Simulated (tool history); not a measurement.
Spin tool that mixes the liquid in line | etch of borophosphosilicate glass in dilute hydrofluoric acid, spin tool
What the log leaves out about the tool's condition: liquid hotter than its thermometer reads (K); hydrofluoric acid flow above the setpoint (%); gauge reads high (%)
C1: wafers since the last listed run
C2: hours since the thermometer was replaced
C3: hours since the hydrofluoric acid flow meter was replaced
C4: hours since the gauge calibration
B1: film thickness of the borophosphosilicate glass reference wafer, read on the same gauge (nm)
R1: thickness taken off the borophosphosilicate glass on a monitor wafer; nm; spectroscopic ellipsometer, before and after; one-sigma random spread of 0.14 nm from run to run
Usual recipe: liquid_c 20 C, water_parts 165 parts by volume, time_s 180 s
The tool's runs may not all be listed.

Run 1, day 0: usual settings but water_parts 125 parts by volume, time_s 255 s; C1 0; C2 235.6; C3 1907; C4 390.1; B1 90. Result: R1 53.44 nm.
Run 2, day 6.354: usual settings; C1 1233; C2 388.1; C3 2059.5; C4 542.6; B1 90. Result: R1 28.46 nm.
Run 3, day 7.792: usual settings but liquid_c 22 C; C1 278; C2 422.6; C3 2094; C4 577.1; B1 90.02. Result: R1 30.75 nm.
At day 15.088: thermometer replaced.
Run 4, day 16.4: usual settings; C1 1662; C2 31.5; C3 2300.6; C4 783.7; B1 90.02. Result: R1 27.35 nm.
Run 5, day 18.742: usual settings but time_s 245 s; C1 454; C2 87.7; C3 2356.8; C4 839.9; B1 90.01. Result: R1 37.28 nm.
Run 6, day 19.775: usual settings but time_s 245 s; C1 200; C2 112.5; C3 2381.6; C4 864.7; B1 89.99. Result: R1 37.54 nm.
Run 7, day 21.9: usual settings but time_s 245 s; C1 412; C2 163.5; C3 2432.6; C4 915.7; B1 89.96. Result: R1 37.66 nm.
Run 8, day 24.867: usual settings; C1 575; C2 234.7; C3 2503.8; C4 986.9; B1 89.98. Result: R1 28.04 nm.
Run 9, day 26.992: usual settings; C1 412; C2 285.7; C3 2554.8; C4 1037.9; B1 89.98. Result: R1 28.11 nm.
Run 10, day 29.983: usual settings; C1 580; C2 357.5; C3 2626.6; C4 1109.7; B1 90.01. Result: R1 28.32 nm.
At day 30.654: hydrofluoric acid flow meter replaced.
Run 11, day 32.25: usual settings; C1 431; C2 411.9; C3 38.3; C4 1164.1; B1 90.02. Result: R1 27.31 nm.
Run 12, day 33.967: usual settings but liquid_c 18.5 C, water_parts 215 parts by volume, time_s 115 s; C1 333; C2 453.1; C3 79.5; C4 1205.3; B1 90.01. Result: R1 12.17 nm.
At day 35.458: thermometer replaced.
Run 13, day 36.758: usual settings; C1 533; C2 31.2; C3 146.5; C4 1272.3; B1 89.98. Result: R1 26.41 nm.
Run 14, day 38.467: usual settings but liquid_c 18.5 C, water_parts 140 parts by volume, time_s 105 s; C1 331; C2 72.2; C3 187.5; C4 1313.3; B1 89.98. Result: R1 17.68 nm.
Run 15, day 40.004: usual settings but liquid_c 24.5 C, time_s 240 s; C1 298; C2 109.1; C3 224.4; C4 1350.2; B1 90.05. Result: R1 42.05 nm.
Run 16, day 41.346: usual settings; C1 260; C2 141.3; C3 256.6; C4 1382.4; B1 89.96. Result: R1 26.69 nm.
Run 17, day 42.8: usual settings but liquid_c 18.5 C, water_parts 140 parts by volume, time_s 105 s; C1 282; C2 176.2; C3 291.5; C4 1417.3; B1 90.04. Result: R1 17.92 nm.
At day 44.575: gauge calibrated.
Run 18, day 45.471: usual settings but water_parts 90 parts by volume, time_s 140 s; C1 518; C2 240.3; C3 355.6; C4 21.5; B1 90. Result: R1 42.06 nm.
Run 19, day 47.308: usual settings but water_parts 235 parts by volume, time_s 275 s; C1 356; C2 284.4; C3 399.7; C4 65.6; B1 90. Result: R1 27.38 nm.

Run 20 is up next; what results do you expect?
Run 20, day 48.404: usual settings but liquid_c 25 C, water_parts 215 parts by volume; C1 212; C2 310.7; C3 426; C4 91.9; B1 ?. Result: R1 ?.

B1: 90.02
R1: 24.19 nm
With the hidden condition absent and the run-to-run variation left alone, this run would have shown R1 23.04 nm.

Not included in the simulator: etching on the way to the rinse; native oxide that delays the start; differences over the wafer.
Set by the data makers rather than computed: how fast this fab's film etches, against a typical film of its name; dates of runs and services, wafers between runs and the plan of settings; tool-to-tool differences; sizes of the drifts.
